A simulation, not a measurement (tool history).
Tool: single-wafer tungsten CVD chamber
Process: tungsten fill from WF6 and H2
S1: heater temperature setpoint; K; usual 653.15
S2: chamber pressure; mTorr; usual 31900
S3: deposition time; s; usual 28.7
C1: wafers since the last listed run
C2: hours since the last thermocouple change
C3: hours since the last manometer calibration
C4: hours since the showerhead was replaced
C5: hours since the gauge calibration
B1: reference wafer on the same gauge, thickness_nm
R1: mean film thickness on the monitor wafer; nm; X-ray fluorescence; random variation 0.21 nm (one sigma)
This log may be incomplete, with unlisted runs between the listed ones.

run,hour,S1,S2,S3,C1,C2,C3,C4,C5,B1,R1
1,0,653.15,26800,28.7,0,1466.1,644.2,3111.9,602,54.958,55.56
2,53.8,653.15,31900,26.6,979,1519.9,698,3165.7,655.8,54.868,55.586
3,115.3,653.15,31900,26.6,1119,1581.4,759.5,3227.2,717.3,54.86,55.728
4,162.6,653.15,31900,28.7,861,1628.7,806.8,3274.5,764.6,54.936,60.321
5,220.3,653.15,31900,28.7,1050,1686.4,864.5,3332.2,822.3,54.902,59.923
6,268,653.15,31900,28.7,868,1734.1,912.2,3379.9,870,54.944,59.776
7,323.9,653.15,31900,31.3,1017,1790,968.1,3435.8,925.9,54.837,65.561
# hour 352.9: showerhead replaced, of another model than before
# hour 371.5: capacitance manometer re-zeroed and calibrated
8,483.1,653.15,31900,31.3,2606,1949.2,111.6,130.2,1085.1,55.017,65.489
9,535.2,653.15,31900,31.3,948,2001.3,163.7,182.3,1137.2,54.888,65.554
10,567.7,653.15,31900,28.7,591,2033.8,196.2,214.8,1169.7,54.943,60.27
11,616.9,653.15,31900,28.7,895,2083,245.4,264,1218.9,54.873,60.332
12,681.1,653.15,31900,32.5,1168,2147.2,309.6,328.2,1283.1,54.901,68.229
# hour 797.9: thermocouple changed; heater temperature recalibrated
13,829.5,653.15,31900,32.5,2555,31.6,458,476.6,1431.5,54.832,66.902
14,890.1,653.15,28900,30,1103,92.2,518.6,537.2,1492.1,54.93,60.271
15,934.1,653.15,26800,28.7,800,136.2,562.6,581.2,1536.1,54.833,57.085
# hour 960: gauge calibrated
16,991.1,653.15,31900,26.2,1037,193.2,619.6,638.2,31.1,54.9,53.403
17,1017.2,653.15,31900,28.7,475,219.3,645.7,664.3,57.2,54.933,58.752
18,1057.7,661.15,37100,23.4,737,259.8,686.2,704.8,97.7,54.89,57.35
19,1125.9,653.15,31900,23.8,1241,328,754.4,773,165.9,54.818,48.846
20,1267.3,660.15,38400,26.8,2573,469.4,895.8,914.4,307.3,54.945,64.943
# hour 1286.5: capacitance manometer re-zeroed and calibrated
21,1300.8,649.15,26200,28.7,464,502.9,14.3,947.9,340.8,54.972,52.959
22,1362.8,648.15,27300,30.8,1128,564.9,76.3,1009.9,402.8,54.889,56.23
23,1431.7,647.15,24100,31.8,1254,633.8,145.2,1078.8,471.7,54.864,55.804
24,1460.6,653.15,31900,28.7,526,662.7,174.1,1107.7,500.6,54.791,59.224
25,1506.5,653.15,31900,28.7,835,708.6,220,1153.6,546.5,54.832,59.581
26,1588.9,653.15,27600,28.7,1499,791,302.4,1236,628.9,54.871,57.465
27,1639.1,653.15,31900,28.7,913,841.2,352.6,1286.2,679.1,54.913,59.107
28,1696.5,653.15,28900,30,1044,898.6,410,1343.6,736.5,54.941,61.068
29,1738.5,643.15,26700,28.7,764,940.6,452,1385.6,778.5,54.927,47.691
30,1778.5,653.15,31900,25.3,728,980.6,492,1425.6,818.5,54.878,52.216
31,1821.9,653.15,31900,28.7,790,1024,535.4,1469,861.9,54.873,59.753
32,1881.6,653.15,31900,28.7,1086,1083.7,595.1,1528.7,921.6,54.91,59.397
33,1920.8,653.15,31900,23.7,713,1122.9,634.3,1567.9,960.8,54.926,49.336

The logged runs with the hidden state left out (each run's random variation unchanged):
The tool's hidden condition here consists of: wafer temperature above the value expected at the setpoint (K); true pressure above the setpoint (%); gauge reads high (%).
run,R1
1,54.388
2,54.377
3,54.475
4,58.931
5,58.501
6,58.324
7,63.924
8,63.73
9,63.753
10,58.591
11,58.616
12,66.236
13,66.704
14,60.047
15,56.843
16,53.139
17,58.443
18,57.027
19,48.524
20,64.414
21,52.487
22,55.684
23,55.213
24,58.594
25,58.913
26,56.764
27,58.351
28,60.243
29,46.996
30,51.459
31,58.856
32,58.463
33,48.537

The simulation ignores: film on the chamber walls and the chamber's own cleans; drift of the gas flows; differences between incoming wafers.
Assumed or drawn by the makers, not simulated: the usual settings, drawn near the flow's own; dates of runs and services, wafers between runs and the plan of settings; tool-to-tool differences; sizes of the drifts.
